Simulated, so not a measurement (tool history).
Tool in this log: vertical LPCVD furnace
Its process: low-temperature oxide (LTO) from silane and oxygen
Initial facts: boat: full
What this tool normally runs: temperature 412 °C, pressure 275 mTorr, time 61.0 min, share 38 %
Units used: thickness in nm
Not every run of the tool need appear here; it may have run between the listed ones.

run    hour  temperature  pressure  time  share  wafers since the last listed run  hours since the last temperature calibration  hours since the pressure gauge was zeroed  hours since the silane flow controller was replaced  hours since the gauge calibration  read-back reference wafer on the same gauge, thickness  thickness
  1     0.0          412       275  61.0     38                                 0                                         696.6                                     3867.5                                               6479.5                             2345.0                                                  882.08     781.60
  2    73.8          412       275  61.0     38                               946                                         770.4                                     3941.3                                               6553.3                             2418.8                                                  882.28     782.12
  3   106.6          412       275  61.0     38                               420                                         803.2                                     3974.1                                               6586.1                             2451.6                                                  881.56     777.30
  4   169.3          412       275  61.0     38                               804                                         865.9                                     4036.8                                               6648.8                             2514.3                                                  882.27     779.60
  5   205.7          412       275  61.0     38                               466                                         902.3                                     4073.2                                               6685.2                             2550.7                                                  882.30     782.39
  6   255.9          412       275  61.0     38                               644                                         952.5                                     4123.4                                               6735.4                             2600.9                                                  881.37     781.98
  7   327.6          412       275  61.0     38                               919                                        1024.2                                     4195.1                                               6807.1                             2672.6                                                  881.18     780.16
  8   391.4          412       275  61.0     38                               818                                        1088.0                                     4258.9                                               6870.9                             2736.4                                                  880.97     779.42
      458.1  -- pressure gauge zeroed
  9   499.1          412       275  61.0     38                              1073                                        1195.7                                       41.0                                               6978.6                             2844.1                                                  880.52     780.58
 10   524.6          412       275  61.0     38                               327                                        1221.2                                       66.5                                               7004.1                             2869.6                                                  881.47     780.85
      549.7  -- gauge calibrated
 11   592.3          412       275  61.0     38                               868                                        1288.9                                      134.2                                               7071.8                               42.6                                                  907.29     804.92
 12   623.5          416       275  61.0     45                               400                                        1320.1                                      165.4                                               7103.0                               73.8                                                  905.92    1007.34
 13   687.5          412       275  61.0     34                               821                                        1384.1                                      229.4                                               7167.0                              137.8                                                  905.00     695.08
 14   758.2          400       240  40.0     34                               907                                        1454.8                                      300.1                                               7237.7                              208.5                                                  902.93     345.67
 15   823.3          412       275  61.0     38                               835                                        1519.9                                      365.2                                               7302.8                              273.6                                                  900.96     793.23
 16   869.5          412       275  61.0     38                               592                                        1566.1                                      411.4                                               7349.0                              319.8                                                  900.17     796.41
      944.5  -- thermocouples replaced and temperature profile calibrated
 17   945.0          402       210  75.5     45                               660                                           0.5                                      486.9                                               7424.5                              395.3                                                  898.88     817.64
 18  1009.7          419       275  68.0     38                               830                                          65.2                                      551.6                                               7489.2                              460.0                                                  897.91     956.96
 19  1035.7          412       275  61.0     38                               333                                          91.2                                      577.6                                               7515.2                              486.0                                                  897.09     798.33
 20  1082.7          412       275  39.5     38                               602                                         138.2                                      624.6                                               7562.2                              533.0                                                  896.84     511.96
 21  1136.2          404       275  61.0     32                               686                                         191.7                                      678.1                                               7615.7                              586.5                                                  894.89     579.63
 22  1166.6          412       295  49.0     34                               390                                         222.1                                      708.5                                               7646.1                              616.9                                                  895.15     589.52
     1246.9  -- silane flow controller replaced
 23  1247.4          408       275  61.0     34                               728                                         302.9                                      789.3                                                  0.5                              697.7                                                  893.59     659.35
 24  1353.1          407       240  61.0     35                              1356                                         408.6                                      895.0                                                106.2                              803.4                                                  893.38     588.60
 25  1413.5          421       275  61.0     32                               774                                         469.0                                      955.4                                                166.6                              863.8                                                  893.22     698.05
 26  1444.2          421       330  61.0     44                               393                                         499.7                                      986.1                                                197.3                              894.5                                                  892.37    1224.11
 27  1506.9          400       300  61.0     42                               804                                         562.4                                     1048.8                                                260.0                              957.2                                                  890.02     853.23
 28  1563.6          412       230  61.0     31                               727                                         619.1                                     1105.5                                                316.7                             1013.9                                                  890.21     504.68
 29  1622.8          412       275  61.0     38                               759                                         678.3                                     1164.7                                                375.9                             1073.1                                                  889.62     783.77
 30  1691.1          412       230  61.0     31                               876                                         746.6                                     1233.0                                                444.2                             1141.4                                                  889.38     504.43

5 ways to go on from here, each from the tool as it stands after run 30. What would each give?
  A  1695.4          412       275  61.0     38                                55                                         750.9                                     1237.3                                                448.5                             1145.7                                                       ?          ?
  B  1695.4          409       340  61.0     38                                55                                         750.9                                     1237.3                                                448.5                             1145.7                                                       ?          ?
  C  1695.4          412       230  37.0     33                                55                                         750.9                                     1237.3                                                448.5                             1145.7                                                       ?          ?
  D  1695.4          403       300  61.0     38                                55                                         750.9                                     1237.3                                                448.5                             1145.7                                                       ?          ?
  E  1695.4          404       215  61.0     38                                55                                         750.9                                     1237.3                                                448.5                             1145.7                                                       ?          ?

run  read-back reference wafer on the same gauge, thickness  thickness
  A                                                  889.34     789.34
  B                                                  889.34     944.93
  C                                                  889.34     333.99
  D                                                  889.34     780.79
  E                                                  889.34     565.78
With no hidden state in the tool, these same runs would have given:
run  thickness
  A     803.18
  B     961.51
  C     339.85
  D     794.49
  E     575.71

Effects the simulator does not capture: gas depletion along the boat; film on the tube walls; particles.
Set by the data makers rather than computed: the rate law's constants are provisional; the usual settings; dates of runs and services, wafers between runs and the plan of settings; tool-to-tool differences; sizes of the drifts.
